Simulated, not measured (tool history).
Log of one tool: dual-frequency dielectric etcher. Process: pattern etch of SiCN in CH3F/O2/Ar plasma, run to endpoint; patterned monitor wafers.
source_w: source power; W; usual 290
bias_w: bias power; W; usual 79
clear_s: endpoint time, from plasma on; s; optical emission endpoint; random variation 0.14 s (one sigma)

| run | hour | source_w | bias_w | wafers since the last listed run | hours since the last wet clean | hours since the last source power generator calibration | hours since the last bias power generator calibration | hours since the last upper electrode change | incoming incoming film thickness, nm | clear_s |
|---|---|---|---|---|---|---|---|---|---|---|
| 1 | 0.0 | 290 | 79 | 0 | 61.4 | 2702.2 | 3661.8 | 3864.2 | 7.05 | 20.8 |
| 2 | 19.7 | 290 | 79 | 209 | 81.1 | 2721.9 | 3681.5 | 3883.9 | 7.13 | 20.6 |
| 3 | 32.0 | 290 | 79 | 130 | 93.4 | 2734.2 | 3693.8 | 3896.2 | 7.05 | 20.6 |
| 4 | 66.5 | 290 | 94 | 367 | 127.9 | 2768.7 | 3728.3 | 3930.7 | 7.10 | 19.4 |
| 5 | 100.2 | 290 | 94 | 358 | 161.6 | 2802.4 | 3762.0 | 3964.4 | 7.08 | 19.1 |
| 6 | 120.6 | 290 | 79 | 217 | 182.0 | 2822.8 | 3782.4 | 3984.8 | 7.08 | 20.9 |
| 7 | 142.2 | 290 | 65 | 229 | 203.6 | 2844.4 | 3804.0 | 4006.4 | 7.10 | 22.9 |
| 8 | 170.5 | 290 | 79 | 301 | 231.9 | 2872.7 | 3832.3 | 4034.7 | 7.10 | 21.0 |
| 9 | 192.8 | 290 | 79 | 237 | 254.2 | 2895.0 | 3854.6 | 4057.0 | 7.11 | 21.0 |
| 10 | 265.7 | 270 | 92 | 776 | 327.1 | 2967.9 | 3927.5 | 4129.9 | 7.07 | 20.5 |
| 11 | 298.1 | 270 | 87 | 344 | 359.5 | 3000.3 | 3959.9 | 4162.3 | 7.14 | 21.0 |
|  | 325.0 | wet clean of the chamber |
| 12 | 325.5 | 270 | 87 | 36 | 0.5 | 3027.7 | 3987.3 | 4189.7 | 7.06 | 20.0 |
| 13 | 325.9 | 290 | 68 | 4 | 0.9 | 3028.1 | 3987.7 | 4190.1 | 7.12 | 22.1 |
| 14 | 349.8 | 290 | 68 | 254 | 24.8 | 3052.0 | 4011.6 | 4214.0 | 7.07 | 21.7 |
|  | 360.9 | source power generator calibrated |
| 15 | 370.8 | 290 | 68 | 181 | 45.8 | 9.9 | 4032.6 | 4235.0 | 7.17 | 21.9 |
|  | 388.7 | bias power generator calibrated |
| 16 | 395.6 | 290 | 79 | 221 | 70.6 | 34.7 | 6.9 | 4259.8 | 7.10 | 20.6 |
| 17 | 409.9 | 290 | 79 | 152 | 84.9 | 49.0 | 21.2 | 4274.1 | 7.14 | 20.7 |
| 18 | 438.5 | 350 | 94 | 304 | 113.5 | 77.6 | 49.8 | 4302.7 | 7.07 | 17.4 |
| 19 | 459.2 | 290 | 79 | 220 | 134.2 | 98.3 | 70.5 | 4323.4 | 7.08 | 20.6 |
| 20 | 476.3 | 220 | 73 | 182 | 151.3 | 115.4 | 87.6 | 4340.5 | 7.09 | 23.9 |
| 21 | 491.5 | 290 | 79 | 161 | 166.5 | 130.6 | 102.8 | 4355.7 | 7.11 | 20.6 |
| 22 | 523.1 | 270 | 95 | 336 | 198.1 | 162.2 | 134.4 | 4387.3 | 7.09 | 19.7 |
|  | 550.0 | upper electrode replaced |
| 23 | 619.8 | 290 | 93 | 774 | 294.8 | 258.9 | 231.1 | 69.8 | 7.13 | 19.7 |
| 24 | 643.5 | 310 | 90 | 252 | 318.5 | 282.6 | 254.8 | 93.5 | 7.06 | 19.2 |
| 25 | 678.4 | 250 | 79 | 371 | 353.4 | 317.5 | 289.7 | 128.4 | 7.11 | 22.8 |
|  | 718.5 | wet clean of the chamber |
| 26 | 719.0 | 290 | 79 | 176 | 0.5 | 358.1 | 330.3 | 169.0 | 7.11 | 20.3 |
| 27 | 719.5 | 290 | 68 | 5 | 1.0 | 358.6 | 330.8 | 169.5 | 7.05 | 21.6 |
| 28 | 731.8 | 340 | 93 | 130 | 13.3 | 370.9 | 343.1 | 181.8 | 7.08 | 17.7 |
| 29 | 758.3 | 340 | 85 | 282 | 39.8 | 397.4 | 369.6 | 208.3 | 7.11 | 18.5 |
| 30 | 791.2 | 290 | 98 | 350 | 72.7 | 430.3 | 402.5 | 241.2 | 7.06 | 18.4 |
| 31 | 814.4 | 330 | 60 | 247 | 95.9 | 453.5 | 425.7 | 264.4 | 7.07 | 22.0 |
| 32 | 832.9 | 330 | 66 | 196 | 114.4 | 472.0 | 444.2 | 282.9 | 7.16 | 21.3 |

The same runs without the tool's hidden state, with the same run-to-run variation:
The hidden state here: etch rate over this chamber's usual, %; source power that arrives over what is set, %; bias power that arrives over what is set, %.
| run | clear_s |
|---|---|
| 1 | 20.4 |
| 2 | 20.2 |
| 3 | 20.2 |
| 4 | 18.9 |
| 5 | 18.6 |
| 6 | 20.3 |
| 7 | 22.2 |
| 8 | 20.3 |
| 9 | 20.2 |
| 10 | 19.6 |
| 11 | 20.1 |
| 12 | 20.0 |
| 13 | 22.1 |
| 14 | 21.6 |
| 15 | 21.8 |
| 16 | 20.5 |
| 17 | 20.5 |
| 18 | 17.2 |
| 19 | 20.3 |
| 20 | 23.6 |
| 21 | 20.2 |
| 22 | 19.3 |
| 23 | 19.1 |
| 24 | 18.6 |
| 25 | 22.0 |
| 26 | 20.3 |
| 27 | 21.7 |
| 28 | 17.7 |
| 29 | 18.5 |
| 30 | 18.3 |
| 31 | 21.9 |
| 32 | 21.1 |
